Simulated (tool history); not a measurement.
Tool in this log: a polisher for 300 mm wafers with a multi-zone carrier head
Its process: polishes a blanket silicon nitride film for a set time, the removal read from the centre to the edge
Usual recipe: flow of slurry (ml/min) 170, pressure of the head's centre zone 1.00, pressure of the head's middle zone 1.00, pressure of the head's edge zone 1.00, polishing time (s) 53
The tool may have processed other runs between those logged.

run	hour	flow of slurry (ml/min)	pressure of the head's centre zone	pressure of the head's middle zone	pressure of the head's edge zone	polishing time (s)	wafers since the last listed run	wafers polished on this pad	hours since the slurry nozzle was cleaned	hours since the centre zone pressure was calibrated	hours since the edge zone pressure was calibrated	hours since the carrier head's membrane was replaced	incoming thickness of the incoming film, nm	film removed at the wafer's centre (nm)	film removed at mid-radius (nm)	film removed at the wafer's edge (nm)
1	0.0	170	1.00	1.00	1.07	53	0	1421	132.0	786.7	389.1	321.1	883.6	74.7	74.2	76.1
2	68.8	170	1.00	1.00	1.07	53	584	2006	200.8	855.5	457.9	389.9	875.4	74.3	71.2	76.8
3	125.2	170	1.00	0.96	1.09	53	479	2485	257.2	911.9	514.3	446.3	888.4	74.2	69.6	76.7
4	172.1	170	1.00	0.96	1.09	53	398	2884	304.1	958.8	561.2	493.2	876.8	74.1	69.5	75.6
5	239.9	170	1.00	0.96	1.09	53	576	3460	371.9	1026.6	629.0	561.0	883.5	71.9	68.7	75.5
# hour 252.0: worn pad replaced by a new one
# hour 273.9: slurry nozzle cleaned
6	327.9	170	1.00	1.00	1.00	49	705	636	54.0	1114.6	717.0	649.0	888.8	63.1	62.4	63.1
7	383.2	170	1.00	1.00	1.00	49	470	1107	109.3	1169.9	772.3	704.3	889.0	62.6	61.6	63.2
8	466.6	170	1.00	1.00	1.00	53	708	1815	192.7	1253.3	855.7	787.7	879.6	68.1	65.9	66.8
9	534.7	170	1.00	1.00	1.00	53	578	2394	260.8	1321.4	923.8	855.8	871.9	67.0	65.8	65.6
# hour 560.5: edge zone pressure recalibrated
10	586.6	170	0.97	1.00	1.04	53	424	2818	312.7	1373.3	26.1	907.7	877.3	63.7	64.7	66.7
# hour 608.4: centre zone pressure recalibrated
# hour 608.4: carrier head's membrane replaced by a new one
# hour 647.9: worn pad replaced by a new one, repeated, since the last time left the tool worse
11	655.2	170	1.00	1.00	1.00	53	531	62	381.3	46.8	94.7	46.8	874.4	77.8	75.3	76.8
# hour 719.9: slurry nozzle cleaned
12	813.1	170	1.00	1.00	0.97	53	1333	1395	93.2	204.7	252.6	204.7	881.8	74.6	74.0	74.5
13	876.6	185	1.00	1.00	1.00	53	539	1935	156.7	268.2	316.1	268.2	871.5	76.4	74.5	74.4

Run 14 comes next. What will it give?
14	937.8	170	1.00	1.00	1.00	53	520	2455	217.9	329.4	377.3	329.4	866.8	?	?	?

{"run 14": {"film removed at the wafer's centre (nm)": 73.9, "film removed at mid-radius (nm)": 72.4, "film removed at the wafer's edge (nm)": 73.9}}
Had the tool carried no hidden state, the very same run would have given film removed at the wafer's centre (nm) 76.8, film removed at mid-radius (nm) 75.3, film removed at the wafer's edge (nm) 76.9.

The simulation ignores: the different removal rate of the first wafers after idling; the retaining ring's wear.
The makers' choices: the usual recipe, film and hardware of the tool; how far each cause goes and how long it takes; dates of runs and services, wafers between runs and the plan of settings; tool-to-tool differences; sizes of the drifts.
